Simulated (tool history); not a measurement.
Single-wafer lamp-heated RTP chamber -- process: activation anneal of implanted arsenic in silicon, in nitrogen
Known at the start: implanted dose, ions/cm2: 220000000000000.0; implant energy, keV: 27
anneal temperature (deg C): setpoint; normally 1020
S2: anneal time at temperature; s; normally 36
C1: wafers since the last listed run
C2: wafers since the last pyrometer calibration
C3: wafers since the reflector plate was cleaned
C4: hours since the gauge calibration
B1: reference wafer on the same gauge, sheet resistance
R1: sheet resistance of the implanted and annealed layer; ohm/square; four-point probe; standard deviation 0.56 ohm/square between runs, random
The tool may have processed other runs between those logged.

run 1 hour=0 | anneal_temperature_(deg_C)=1028 S2=36 | C1=0 C2=1022 C3=7021 C4=514 | B1=375.54 | R1=369.46
-- hour=0.2 gauge calibrated
run 2 hour=17 | anneal_temperature_(deg_C)=1028 S2=36 | C1=184 C2=1206 C3=7206 C4=16.8 | B1=380.16 | R1=373.79
run 3 hour=45.1 | anneal_temperature_(deg_C)=1020 S2=36 | C1=304 C2=1511 C3=7510 C4=44.9 | B1=380.14 | R1=373.25
-- hour=67 pyrometer window cleaned and pyrometer calibrated
run 4 hour=112.7 | anneal_temperature_(deg_C)=1020 S2=36 | C1=645 C2=495 C3=8156 C4=112.5 | B1=379.89 | R1=374.36
run 5 hour=131.6 | anneal_temperature_(deg_C)=1013 S2=36 | C1=204 C2=700 C3=8361 C4=131.4 | B1=379.65 | R1=374.89
run 6 hour=152.5 | anneal_temperature_(deg_C)=1013 S2=36 | C1=226 C2=926 C3=8587 C4=152.3 | B1=379.61 | R1=375.88
run 7 hour=174.9 | anneal_temperature_(deg_C)=1013 S2=36 | C1=242 C2=1169 C3=8830 C4=174.7 | B1=379.36 | R1=374.6
run 8 hour=195.5 | anneal_temperature_(deg_C)=1020 S2=36 | C1=223 C2=1392 C3=9053 C4=195.3 | B1=379.32 | R1=373.52
run 9 hour=215.5 | anneal_temperature_(deg_C)=1020 S2=36 | C1=216 C2=1609 C3=9270 C4=215.3 | B1=379.05 | R1=373.37
-- hour=236.6 pyrometer window cleaned and pyrometer calibrated
run 10 hour=237.1 | anneal_temperature_(deg_C)=1020 S2=36 | C1=147 C2=5 C3=9417 C4=236.9 | B1=378.84 | R1=373.7
-- hour=253.4 reflector plate cleaned
run 11 hour=263 | anneal_temperature_(deg_C)=1037 S2=36 | C1=193 C2=199 C3=103 C4=262.8 | B1=378.55 | R1=371.36
run 12 hour=369.9 | anneal_temperature_(deg_C)=1040 S2=36 | C1=1158 C2=1357 C3=1262 C4=369.7 | B1=376.79 | R1=368.54
run 13 hour=390.1 | anneal_temperature_(deg_C)=1009 S2=45 | C1=218 C2=1576 C3=1481 C4=389.9 | B1=376.38 | R1=370.77
-- hour=412.1 pyrometer window cleaned and pyrometer calibrated
run 14 hour=417.6 | anneal_temperature_(deg_C)=1046 S2=36 | C1=211 C2=59 C3=1692 C4=417.4 | B1=375.89 | R1=365.27
run 15 hour=451.1 | anneal_temperature_(deg_C)=1028 S2=21 | C1=362 C2=422 C3=2055 C4=450.9 | B1=375.21 | R1=370.31
run 16 hour=474 | anneal_temperature_(deg_C)=1034 S2=36 | C1=248 C2=670 C3=2303 C4=473.8 | B1=374.72 | R1=367.67
run 17 hour=500.7 | anneal_temperature_(deg_C)=1020 S2=36 | C1=289 C2=960 C3=2592 C4=500.5 | B1=374.01 | R1=368.62
-- hour=507.4 gauge calibrated
run 18 hour=522.7 | anneal_temperature_(deg_C)=1020 S2=36 | C1=238 C2=1198 C3=2830 C4=15.3 | B1=381.47 | R1=374.63
run 19 hour=551.8 | anneal_temperature_(deg_C)=994 S2=36 | C1=315 C2=1513 C3=3146 C4=44.4 | B1=381.31 | R1=378.68
run 20 hour=586 | anneal_temperature_(deg_C)=1001 S2=21 | C1=370 C2=1884 C3=3516 C4=78.6 | B1=381.34 | R1=380.49
run 21 hour=598.2 | anneal_temperature_(deg_C)=1020 S2=36 | C1=132 C2=2016 C3=3648 C4=90.8 | B1=381.33 | R1=374.92
-- hour=615.2 pyrometer window cleaned and pyrometer calibrated
run 22 hour=615.9 | anneal_temperature_(deg_C)=1020 S2=36 | C1=105 C2=8 C3=3754 C4=108.5 | B1=381.23 | R1=375.51
run 23 hour=646 | anneal_temperature_(deg_C)=1020 S2=42 | C1=326 C2=334 C3=4080 C4=138.6 | B1=381.12 | R1=374.93

Each row is a separate what-if for the run after 23, all from the same tool condition, not one after another. Results?
run A hour=646.4 | anneal_temperature_(deg_C)=1020 S2=24 | C1=4 C2=338 C3=4084 C4=139 | B1=? | R1=?
run B hour=646.4 | anneal_temperature_(deg_C)=995 S2=52 | C1=4 C2=338 C3=4084 C4=139 | B1=? | R1=?
run C hour=646.4 | anneal_temperature_(deg_C)=1044 S2=22 | C1=4 C2=338 C3=4084 C4=139 | B1=? | R1=?
run D hour=646.4 | anneal_temperature_(deg_C)=992 S2=43 | C1=4 C2=338 C3=4084 C4=139 | B1=? | R1=?

run=A B1=380.96 R1=378.1
run=B B1=380.96 R1=377.08
run=C B1=380.96 R1=375.88
run=D B1=380.96 R1=378.26
The same runs, with their run-to-run variation unchanged, on a tool lacking any hidden condition would have given:
run=A R1=378.08
run=B R1=377.07
run=C R1=375.87
run=D R1=378.25
